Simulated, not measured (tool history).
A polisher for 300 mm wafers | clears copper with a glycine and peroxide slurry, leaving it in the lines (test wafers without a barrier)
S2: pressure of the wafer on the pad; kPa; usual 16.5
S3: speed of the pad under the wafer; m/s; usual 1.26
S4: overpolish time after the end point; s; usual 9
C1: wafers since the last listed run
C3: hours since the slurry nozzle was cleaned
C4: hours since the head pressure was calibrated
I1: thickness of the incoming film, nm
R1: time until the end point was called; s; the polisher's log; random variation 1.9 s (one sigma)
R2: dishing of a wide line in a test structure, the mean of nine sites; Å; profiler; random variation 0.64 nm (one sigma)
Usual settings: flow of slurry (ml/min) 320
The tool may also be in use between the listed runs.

run 1 hour=0 | flow_of_slurry_(ml/min)=320 S2=16.5 S3=1.26 S4=9 | C1=0 wafers_polished_on_this_pad=130 C3=192.2 C4=474.1 | I1=653.4 | R1=120.9 R2=345
run 2 hour=32.4 | flow_of_slurry_(ml/min)=320 S2=16.5 S3=1.26 S4=9 | C1=249 wafers_polished_on_this_pad=380 C3=224.6 C4=506.5 | I1=652.1 | R1=122.9 R2=334
run 3 hour=38.9 | flow_of_slurry_(ml/min)=320 S2=16.5 S3=1.26 S4=9 | C1=49 wafers_polished_on_this_pad=429 C3=231.1 C4=513 | I1=662.1 | R1=128.7 R2=329
run 4 hour=55.9 | flow_of_slurry_(ml/min)=320 S2=17.9 S3=1.26 S4=13 | C1=130 wafers_polished_on_this_pad=560 C3=248.1 C4=530 | I1=648.7 | R1=118.9 R2=475
-- hour=65.9 head pressure recalibrated
run 5 hour=68.2 | flow_of_slurry_(ml/min)=320 S2=17.9 S3=1.26 S4=13 | C1=79 wafers_polished_on_this_pad=639 C3=260.4 C4=2.3 | I1=659.6 | R1=119.3 R2=469
run 6 hour=74.9 | flow_of_slurry_(ml/min)=320 S2=17.9 S3=1.26 S4=13 | C1=51 wafers_polished_on_this_pad=691 C3=267.1 C4=9 | I1=644.1 | R1=121 R2=459
-- hour=77.5 slurry nozzle cleaned
-- hour=86.8 worn pad replaced by a new one
run 7 hour=89.4 | flow_of_slurry_(ml/min)=320 S2=16.5 S3=1.26 S4=9 | C1=73 wafers_polished_on_this_pad=20 C3=11.9 C4=23.5 | I1=652.3 | R1=112 R2=355
run 8 hour=99.1 | flow_of_slurry_(ml/min)=320 S2=22.1 S3=1.26 S4=9 | C1=74 wafers_polished_on_this_pad=94 C3=21.6 C4=33.2 | I1=652.9 | R1=93.8 R2=431
run 9 hour=112.6 | flow_of_slurry_(ml/min)=385 S2=16.5 S3=1.48 S4=9 | C1=103 wafers_polished_on_this_pad=198 C3=35.1 C4=46.7 | I1=640.7 | R1=103.2 R2=389
run 10 hour=123.3 | flow_of_slurry_(ml/min)=365 S2=16.5 S3=1.26 S4=7 | C1=82 wafers_polished_on_this_pad=280 C3=45.8 C4=57.4 | I1=656.2 | R1=119.8 R2=269
run 11 hour=132 | flow_of_slurry_(ml/min)=320 S2=16.5 S3=1.06 S4=10 | C1=66 wafers_polished_on_this_pad=347 C3=54.5 C4=66.1 | I1=642.6 | R1=139.2 R2=326
run 12 hour=139.6 | flow_of_slurry_(ml/min)=320 S2=16.5 S3=0.88 S4=14 | C1=58 wafers_polished_on_this_pad=406 C3=62.1 C4=73.7 | I1=646.2 | R1=162.1 R2=374
run 13 hour=149.4 | flow_of_slurry_(ml/min)=290 S2=14.5 S3=0.86 S4=5 | C1=75 wafers_polished_on_this_pad=481 C3=71.9 C4=83.5 | I1=648 | R1=186.7 R2=128
run 14 hour=164.6 | flow_of_slurry_(ml/min)=320 S2=16.5 S3=1.26 S4=9 | C1=116 wafers_polished_on_this_pad=598 C3=87.1 C4=98.7 | I1=650.9 | R1=131.3 R2=323

How the hidden state differs across the entries between the runs, from the last listed run before each to the first after it:
Between runs 4 and 5: head pressure recalibrated (hour 65.9)
  removal rate lost through wear of the pad, %: 12 -> 12.6
  measured less the result without the state, R1: +14.3 -> +15 s; R2: -52 -> -54 Å
Between runs 6 and 7: slurry nozzle cleaned (hour 77.5); worn pad replaced by a new one (hour 86.8)
  removal rate lost through wear of the pad, %: 12.8 -> 2.17
  measured less the result without the state, R1: +15.5 -> +2.4 s; R2: -54 -> -6 Å
